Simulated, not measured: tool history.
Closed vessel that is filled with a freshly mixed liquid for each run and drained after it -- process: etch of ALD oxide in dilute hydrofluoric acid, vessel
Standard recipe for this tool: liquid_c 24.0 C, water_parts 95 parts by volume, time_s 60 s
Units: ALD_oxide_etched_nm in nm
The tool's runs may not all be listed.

| run | hour | liquid_c | water_parts | time_s | read-back film thickness of the ALD oxide reference wafer, read on the same gauge (nm) | ALD_oxide_etched_nm |
|---|---|---|---|---|---|---|
| 1 | 0.0 | 24.0 | 95 | 80 | 99.99 | 30.26 |
| 2 | 37.4 | 24.0 | 95 | 60 | 99.99 | 21.94 |
| 3 | 90.7 | 24.0 | 95 | 60 | 99.99 | 22.24 |
| 4 | 141.4 | 24.0 | 95 | 40 | 100.01 | 14.74 |
| 5 | 242.6 | 24.0 | 95 | 40 | 100.00 | 14.74 |
| 6 | 552.0 | 24.0 | 95 | 40 | 100.00 | 14.48 |
| 7 | 616.3 | 24.0 | 95 | 60 | 100.01 | 21.30 |
| 8 | 706.7 | 24.0 | 95 | 60 | 99.99 | 21.00 |
| 9 | 743.0 | 22.5 | 120 | 50 | 100.02 | 12.76 |
| 10 | 780.2 | 27.5 | 95 | 60 | 99.98 | 24.17 |
| 11 | 887.7 | 24.0 | 95 | 60 | 99.99 | 20.73 |
| 12 | 946.4 | 20.0 | 50 | 70 | 100.00 | 47.34 |
| 13 | 1039.6 | 25.5 | 135 | 75 | 100.00 | 21.38 |
| 14 | 1126.6 | 19.0 | 55 | 60 | 100.01 | 34.94 |
| 15 | 1215.4 | 24.0 | 95 | 60 | 100.00 | 23.55 |
| 16 | 1254.7 | 28.5 | 95 | 45 | 100.00 | 20.97 |

The log once held 3 entries between its listed runs, left out of this copy. Where does each go, and what is different about the tool's unlogged condition between the listed run before it and the listed run after it?
Logged between run 5 and run 6: thermometer replaced (hour 428.5)
  hydrofluoric acid flow below the setpoint (%): 7.4 -> 9.6
  difference, measured minus the result without the unlogged condition, ALD_oxide_etched_nm: -1.32 -> -1.74 nm
Logged between run 10 and run 11: gauge calibrated (hour 784.2)
  hydrofluoric acid flow below the setpoint (%): 11.2 -> 12
  difference, measured minus the result without the unlogged condition, ALD_oxide_etched_nm: -3.50 -> -3.20 nm
Logged between run 11 and run 12: hydrofluoric acid flow meter replaced (hour 942.6)
  hydrofluoric acid flow below the setpoint (%): 12 -> 0.224
  difference, measured minus the result without the unlogged condition, ALD_oxide_etched_nm: -3.20 -> -0.11 nm

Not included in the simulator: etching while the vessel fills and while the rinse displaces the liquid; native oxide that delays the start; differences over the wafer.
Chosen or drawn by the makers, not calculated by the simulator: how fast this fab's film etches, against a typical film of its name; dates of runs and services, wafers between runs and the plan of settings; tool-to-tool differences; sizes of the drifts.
